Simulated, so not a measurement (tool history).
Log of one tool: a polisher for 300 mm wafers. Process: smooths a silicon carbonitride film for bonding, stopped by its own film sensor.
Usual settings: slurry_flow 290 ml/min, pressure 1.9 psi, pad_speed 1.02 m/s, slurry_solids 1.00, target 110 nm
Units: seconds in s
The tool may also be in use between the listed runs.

run   hour  slurry_flow  pressure  pad_speed  slurry_solids  target  incoming thickness of the incoming film, nm  seconds
  1    0.0          290       1.9       1.02           1.00     110                                        130.4     81.2
  2   12.4          290       1.7       1.02           1.00     110                                        130.0     88.9
  3   27.7          290       1.7       1.02           1.00     110                                        132.4     99.5
  4   67.0          290       1.9       1.02           1.00     110                                        130.4     84.0
      86.7  -- worn pad replaced by a new one
  5   87.2          290       1.9       1.02           1.00     110                                        130.3     85.0
  6   93.4          290       1.9       1.02           1.00     110                                        129.1     80.8
     100.2  -- slurry nozzle cleaned
  7  111.0          290       1.9       1.02           1.00     110                                        129.9     77.9
  8  118.2          290       1.9       1.02           1.00     110                                        130.6     79.6
  9  135.3          290       1.9       0.78           1.00     110                                        131.9    105.6
 10  148.0          290       1.9       0.78           1.00     110                                        129.9     94.9
 11  156.1          290       1.9       0.78           1.00     110                                        130.6     98.3
 12  168.3          290       1.9       1.02           1.00     110                                        131.6     84.6
 13  180.5          290       1.9       1.02           1.20     110                                        130.5     78.4
 14  188.4          290       1.7       1.02           1.00     112                                        129.1     75.1
 15  196.0          335       1.4       1.30           1.00     106                                        129.5    100.9
     206.4  -- worn pad replaced by a new one
     214.8  -- head pressure recalibrated
 16  215.3          290       1.9       1.02           0.80     110                                        130.2     86.8
 17  221.2          290       1.9       1.02           1.00     110                                        129.7     77.9
     228.7  -- slurry blender recalibrated
 18  233.9          290       1.9       1.02           1.00     106                                        128.8     93.0
 19  243.0          290       1.9       1.02           0.75     110                                        128.5     83.6
 20  254.7          230       2.3       0.88           1.00     107                                        128.9     82.0
 21  262.7          290       1.7       1.02           1.00     110                                        131.4     97.2
 22  279.6          365       1.9       0.74           1.30     113                                        130.7     80.4
 23  288.0          200       1.7       1.02           1.00     110                                        130.2     98.1

Forecast each of these 3 alternatives for the next run:
  A  288.5          290       1.9       1.02           1.00     110                                        129.8        ?
  B  288.5          290       1.9       0.68           0.75     110                                        129.8        ?
  C  288.5          335       1.9       1.02           1.00     110                                        129.8        ?

run  seconds
  A     81.2
  B    120.5
  C     79.5
Without the tool's hidden state the same runs would have given:
run  seconds
  A     76.8
  B    113.9
  C     75.8
